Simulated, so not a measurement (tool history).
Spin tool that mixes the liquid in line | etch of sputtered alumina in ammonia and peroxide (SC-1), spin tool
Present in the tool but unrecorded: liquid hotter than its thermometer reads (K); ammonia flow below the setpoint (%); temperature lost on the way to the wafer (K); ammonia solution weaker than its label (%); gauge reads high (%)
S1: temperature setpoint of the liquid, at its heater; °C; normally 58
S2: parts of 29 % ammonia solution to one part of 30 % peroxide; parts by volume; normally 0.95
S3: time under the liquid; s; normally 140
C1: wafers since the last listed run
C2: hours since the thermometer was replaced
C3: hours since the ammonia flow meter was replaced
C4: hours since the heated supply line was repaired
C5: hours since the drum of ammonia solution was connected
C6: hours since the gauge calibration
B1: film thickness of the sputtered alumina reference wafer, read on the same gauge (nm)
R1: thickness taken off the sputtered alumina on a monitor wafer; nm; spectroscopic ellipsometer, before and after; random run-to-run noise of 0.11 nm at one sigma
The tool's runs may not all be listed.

Run 1, day 0: usual settings; C1 0; C2 919.6; C3 466.3; C4 1262; C5 611.5; C6 1133.5; B1 40. Result: R1 11.7 nm.
At day 1.129: new drum of ammonia solution connected.
Run 2, day 4.046: usual settings; C1 583; C2 1016.7; C3 563.4; C4 1359.1; C5 70; C6 1230.6; B1 40. Result: R1 11.82 nm.
Run 3, day 5.762: usual settings but S1 66 °C; C1 250; C2 1057.9; C3 604.6; C4 1400.3; C5 111.2; C6 1271.8; B1 40.01. Result: R1 17.81 nm.
Run 4, day 8.317: usual settings but S1 66 °C; C1 372; C2 1119.2; C3 665.9; C4 1461.6; C5 172.5; C6 1333.1; B1 39.99. Result: R1 17.69 nm.
Run 5, day 11.354: usual settings; C1 443; C2 1192.1; C3 738.8; C4 1534.5; C5 245.4; C6 1406; B1 40. Result: R1 11.74 nm.
Run 6, day 12.921: usual settings; C1 228; C2 1229.7; C3 776.4; C4 1572.1; C5 283; C6 1443.6; B1 40.01. Result: R1 11.64 nm.
Run 7, day 15.383: usual settings; C1 359; C2 1288.8; C3 835.5; C4 1631.2; C5 342.1; C6 1502.7; B1 40.02. Result: R1 11.79 nm.
Run 8, day 17.325: usual settings; C1 283; C2 1335.4; C3 882.1; C4 1677.8; C5 388.7; C6 1549.3; B1 40.01. Result: R1 11.73 nm.
At day 17.475: ammonia flow meter replaced.
At day 20.579: thermometer replaced.
Run 9, day 21.358: usual settings but S2 0.55 parts by volume; C1 576; C2 18.7; C3 93.2; C4 1774.6; C5 485.5; C6 1646.1; B1 40.01. Result: R1 11.23 nm.
At day 24.583: new drum of ammonia solution connected.
Run 10, day 25.067: usual settings but S1 53.5 °C; C1 534; C2 107.7; C3 182.2; C4 1863.6; C5 11.6; C6 1735.1; B1 39.99. Result: R1 9.37 nm.
At day 26.917: heated supply line repaired.
Run 11, day 28.9: usual settings but S2 1.2 parts by volume; C1 553; C2 199.7; C3 274.2; C4 47.6; C5 103.6; C6 1827.1; B1 39.95. Result: R1 12.03 nm.
Run 12, day 32.929: usual settings but S1 61 °C, S2 1.1 parts by volume, S3 200 s; C1 587; C2 296.4; C3 370.9; C4 144.3; C5 200.3; C6 1923.8; B1 40.01. Result: R1 20 nm.
Run 13, day 36.35: usual settings but S1 54.5 °C, S2 0.6 parts by volume, S3 170 s; C1 498; C2 378.5; C3 453; C4 226.4; C5 282.4; C6 2005.9; B1 40.01. Result: R1 11.39 nm.
Run 14, day 39.175: usual settings but S2 1.1 parts by volume; C1 412; C2 446.3; C3 520.8; C4 294.2; C5 350.2; C6 2073.7; B1 40. Result: R1 11.81 nm.
Run 15, day 42.662: usual settings but S3 120 s; C1 508; C2 530; C3 604.5; C4 377.9; C5 433.9; C6 2157.4; B1 39.98. Result: R1 10.07 nm.
At day 46.692: gauge calibrated.
At day 47.196: ammonia flow meter replaced.
At day 48.879: new drum of ammonia solution connected.
Run 16, day 55.683: usual settings but S2 0.65 parts by volume, S3 225 s; C1 1886; C2 842.5; C3 203.7; C4 690.4; C5 163.3; C6 215.8; B1 40. Result: R1 18.19 nm.
Run 17, day 57.892: usual settings but S3 170 s; C1 322; C2 895.5; C3 256.7; C4 743.4; C5 216.3; C6 268.8; B1 40.02. Result: R1 14.35 nm.
Run 18, day 60.517: usual settings but S1 49.5 °C, S2 1.2 parts by volume, S3 90 s; C1 382; C2 958.5; C3 319.7; C4 806.4; C5 279.3; C6 331.8; B1 40.02. Result: R1 4.92 nm.
Run 19, day 62.792: usual settings but S1 54.5 °C, S2 0.6 parts by volume, S3 170 s; C1 331; C2 1013.1; C3 374.3; C4 861; C5 333.9; C6 386.4; B1 40. Result: R1 11.37 nm.
Run 20, day 64.388: usual settings; C1 232; C2 1051.4; C3 412.6; C4 899.3; C5 372.2; C6 424.7; B1 40. Result: R1 11.85 nm.
Run 21, day 68.379: usual settings but S2 0.55 parts by volume; C1 582; C2 1147.2; C3 508.4; C4 995.1; C5 468; C6 520.5; B1 39.96. Result: R1 11.09 nm.
Run 22, day 72.146: usual settings but S1 61.5 °C; C1 549; C2 1237.6; C3 598.8; C4 1085.5; C5 558.4; C6 610.9; B1 40. Result: R1 14.28 nm.
At day 73.358: new drum of ammonia solution connected.
Run 23, day 75.638: usual settings but S1 62.5 °C, S2 0.6 parts by volume, S3 75 s; C1 503; C2 1321.4; C3 682.6; C4 1169.3; C5 54.7; C6 694.7; B1 40.02. Result: R1 7.62 nm.
At day 76.329: ammonia flow meter replaced.
At day 76.871: thermometer replaced.
Run 24, day 79.538: usual settings but S3 200 s; C1 556; C2 64; C3 77; C4 1262.9; C5 148.3; C6 788.3; B1 40. Result: R1 17.17 nm.
Run 25, day 88.317: usual settings but S1 62 °C, S2 1.2 parts by volume, S3 105 s; C1 1280; C2 274.7; C3 287.7; C4 1473.6; C5 359; C6 999; B1 40. Result: R1 11.17 nm.

Here are 3 independent what-if runs from the current tool condition. What would each one return?
Run A, day 88.338: usual settings but S3 165 s; C1 3; C2 275.2; C3 288.2; C4 1474.1; C5 359.5; C6 999.5; B1 ?. Result: R1 ?.
Run B, day 88.338: usual settings but S3 180 s; C1 3; C2 275.2; C3 288.2; C4 1474.1; C5 359.5; C6 999.5; B1 ?. Result: R1 ?.
Run C, day 88.338: usual settings but S1 60.5 °C, S2 1.2 parts by volume, S3 105 s; C1 3; C2 275.2; C3 288.2; C4 1474.1; C5 359.5; C6 999.5; B1 ?. Result: R1 ?.

run     B1     R1
  A  40.04  13.88
  B  40.04  15.15
  C  40.04  10.28
Without the tool's hidden state the same runs would have given:
run     R1
  A  13.88
  B  15.15
  C  10.28
